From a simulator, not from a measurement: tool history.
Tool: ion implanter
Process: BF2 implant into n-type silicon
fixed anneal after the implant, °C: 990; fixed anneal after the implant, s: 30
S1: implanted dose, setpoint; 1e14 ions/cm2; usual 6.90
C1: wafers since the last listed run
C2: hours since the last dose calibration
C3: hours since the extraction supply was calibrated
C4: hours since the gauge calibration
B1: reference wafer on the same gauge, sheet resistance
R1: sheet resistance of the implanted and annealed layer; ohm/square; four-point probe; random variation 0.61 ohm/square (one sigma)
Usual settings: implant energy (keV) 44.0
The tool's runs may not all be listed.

{"run": 1, "hour": 0.0, "S1": 8.03, "implant energy (keV)": 44.0, "C1": 0, "C2": 101.0, "C3": 2455.4, "C4": 406.8, "B1": 186.13, "R1": 150.85}
{"run": 2, "hour": 48.6, "S1": 6.9, "implant energy (keV)": 44.0, "C1": 947, "C2": 149.6, "C3": 2504.0, "C4": 455.4, "B1": 186.51, "R1": 166.72}
{"run": 3, "hour": 77.9, "S1": 6.9, "implant energy (keV)": 44.0, "C1": 571, "C2": 178.9, "C3": 2533.3, "C4": 484.7, "B1": 186.28, "R1": 166.1}
{"run": 4, "hour": 106.5, "S1": 6.9, "implant energy (keV)": 44.0, "C1": 557, "C2": 207.5, "C3": 2561.9, "C4": 513.3, "B1": 186.3, "R1": 167.66}
{"run": 5, "hour": 169.4, "S1": 6.9, "implant energy (keV)": 44.0, "C1": 1226, "C2": 270.4, "C3": 2624.8, "C4": 576.2, "B1": 186.97, "R1": 168.26}
{"run": 6, "hour": 358.9, "S1": 6.9, "implant energy (keV)": 44.0, "C1": 3695, "C2": 459.9, "C3": 2814.3, "C4": 765.7, "B1": 187.14, "R1": 167.56}
{"run": 7, "hour": 401.0, "S1": 6.9, "implant energy (keV)": 44.0, "C1": 821, "C2": 502.0, "C3": 2856.4, "C4": 807.8, "B1": 187.2, "R1": 168.5}
{"run": 8, "hour": 472.7, "S1": 6.9, "implant energy (keV)": 44.0, "C1": 1398, "C2": 573.7, "C3": 2928.1, "C4": 879.5, "B1": 187.53, "R1": 168.2}
{"run": 9, "hour": 517.4, "S1": 6.9, "implant energy (keV)": 39.0, "C1": 871, "C2": 618.4, "C3": 2972.8, "C4": 924.2, "B1": 187.12, "R1": 171.45}
{"run": 10, "hour": 544.7, "S1": 6.9, "implant energy (keV)": 44.0, "C1": 532, "C2": 645.7, "C3": 3000.1, "C4": 951.5, "B1": 187.21, "R1": 168.03}
{"run": 11, "hour": 615.1, "S1": 6.9, "implant energy (keV)": 44.0, "C1": 1372, "C2": 716.1, "C3": 3070.5, "C4": 1021.9, "B1": 187.36, "R1": 168.15}
{"run": 12, "hour": 670.3, "S1": 6.9, "implant energy (keV)": 44.0, "C1": 1076, "C2": 771.3, "C3": 3125.7, "C4": 1077.1, "B1": 187.44, "R1": 167.39}
{"run": 13, "hour": 723.1, "S1": 6.02, "implant energy (keV)": 39.0, "C1": 1029, "C2": 824.1, "C3": 3178.5, "C4": 1129.9, "B1": 187.23, "R1": 189.88}
{"run": 14, "hour": 835.1, "S1": 6.02, "implant energy (keV)": 39.0, "C1": 2184, "C2": 936.1, "C3": 3290.5, "C4": 1241.9, "B1": 187.58, "R1": 189.82}
{"run": 15, "hour": 906.7, "S1": 6.02, "implant energy (keV)": 39.0, "C1": 1396, "C2": 1007.7, "C3": 3362.1, "C4": 1313.5, "B1": 187.58, "R1": 191.36}
{"run": 16, "hour": 931.6, "S1": 6.9, "implant energy (keV)": 44.0, "C1": 485, "C2": 1032.6, "C3": 3387.0, "C4": 1338.4, "B1": 187.66, "R1": 168.51}
{"run": 17, "hour": 979.2, "S1": 8.05, "implant energy (keV)": 44.0, "C1": 928, "C2": 1080.2, "C3": 3434.6, "C4": 1386.0, "B1": 187.33, "R1": 151.96}
{"run": 18, "hour": 1038.8, "S1": 8.01, "implant energy (keV)": 55.0, "C1": 1162, "C2": 1139.8, "C3": 3494.2, "C4": 1445.6, "B1": 187.63, "R1": 144.37}
{"run": 19, "hour": 1082.0, "S1": 6.9, "implant energy (keV)": 44.0, "C1": 842, "C2": 1183.0, "C3": 3537.4, "C4": 1488.8, "B1": 187.68, "R1": 168.19}
{"hour": 1190.8, "done": "Faraday cup replaced and dose calibrated"}
{"run": 20, "hour": 1216.1, "S1": 5.95, "implant energy (keV)": 50.5, "C1": 2459, "C2": 25.3, "C3": 3671.5, "C4": 1622.9, "B1": 187.79, "R1": 184.15}
{"run": 21, "hour": 1265.9, "S1": 6.9, "implant energy (keV)": 44.0, "C1": 971, "C2": 75.1, "C3": 3721.3, "C4": 1672.7, "B1": 187.62, "R1": 168.55}
{"hour": 1279.4, "done": "gauge calibrated"}
{"hour": 1288.4, "done": "extraction supply calibrated"}
{"run": 22, "hour": 1311.6, "S1": 8.28, "implant energy (keV)": 33.0, "C1": 735, "C2": 120.8, "C3": 23.2, "C4": 32.2, "B1": 185.22, "R1": 159.78}
{"run": 23, "hour": 1360.2, "S1": 6.9, "implant energy (keV)": 44.0, "C1": 947, "C2": 169.4, "C3": 71.8, "C4": 80.8, "B1": 185.1, "R1": 166.13}
{"run": 24, "hour": 1425.4, "S1": 7.57, "implant energy (keV)": 55.5, "C1": 1271, "C2": 234.6, "C3": 137.0, "C4": 146.0, "B1": 185.65, "R1": 148.49}
{"run": 25, "hour": 1450.9, "S1": 8.44, "implant energy (keV)": 57.5, "C1": 497, "C2": 260.1, "C3": 162.5, "C4": 171.5, "B1": 186.04, "R1": 136.76}
{"run": 26, "hour": 1521.0, "S1": 8.06, "implant energy (keV)": 50.5, "C1": 1367, "C2": 330.2, "C3": 232.6, "C4": 241.6, "B1": 186.18, "R1": 145.24}
{"run": 27, "hour": 1590.2, "S1": 6.29, "implant energy (keV)": 52.5, "C1": 1349, "C2": 399.4, "C3": 301.8, "C4": 310.8, "B1": 186.47, "R1": 175.36}
{"run": 28, "hour": 1648.6, "S1": 7.92, "implant energy (keV)": 51.0, "C1": 1138, "C2": 457.8, "C3": 360.2, "C4": 369.2, "B1": 186.41, "R1": 147.26}
{"run": 29, "hour": 1680.4, "S1": 6.9, "implant energy (keV)": 44.0, "C1": 620, "C2": 489.6, "C3": 392.0, "C4": 401.0, "B1": 186.99, "R1": 167.11}
{"run": 30, "hour": 1752.2, "S1": 5.66, "implant energy (keV)": 55.5, "C1": 1400, "C2": 561.4, "C3": 463.8, "C4": 472.8, "B1": 186.71, "R1": 191.03}
{"run": 31, "hour": 1802.4, "S1": 5.55, "implant energy (keV)": 44.0, "C1": 978, "C2": 611.6, "C3": 514.0, "C4": 523.0, "B1": 186.89, "R1": 199.45}
{"run": 32, "hour": 1849.7, "S1": 6.04, "implant energy (keV)": 55.0, "C1": 922, "C2": 658.9, "C3": 561.3, "C4": 570.3, "B1": 186.73, "R1": 180.45}
{"run": 33, "hour": 1893.4, "S1": 8.68, "implant energy (keV)": 49.0, "C1": 852, "C2": 702.6, "C3": 605.0, "C4": 614.0, "B1": 187.27, "R1": 139.79}
{"run": 34, "hour": 1981.3, "S1": 5.83, "implant energy (keV)": 30.5, "C1": 1714, "C2": 790.5, "C3": 692.9, "C4": 701.9, "B1": 187.63, "R1": 204.26}
{"run": 35, "hour": 2008.5, "S1": 8.35, "implant energy (keV)": 30.5, "C1": 530, "C2": 817.7, "C3": 720.1, "C4": 729.1, "B1": 187.45, "R1": 165.17}

Forecast run 36:
{"run": 36, "hour": 2032.9, "S1": 6.9, "implant energy (keV)": 30.5, "C1": 475, "C2": 842.1, "C3": 744.5, "C4": 753.5, "B1": "?", "R1": "?"}

{"run 36": {"B1": 187.66, "R1": 183.52}}
Without the tool's hidden state the same run would have given R1 181.07 ohm/square.
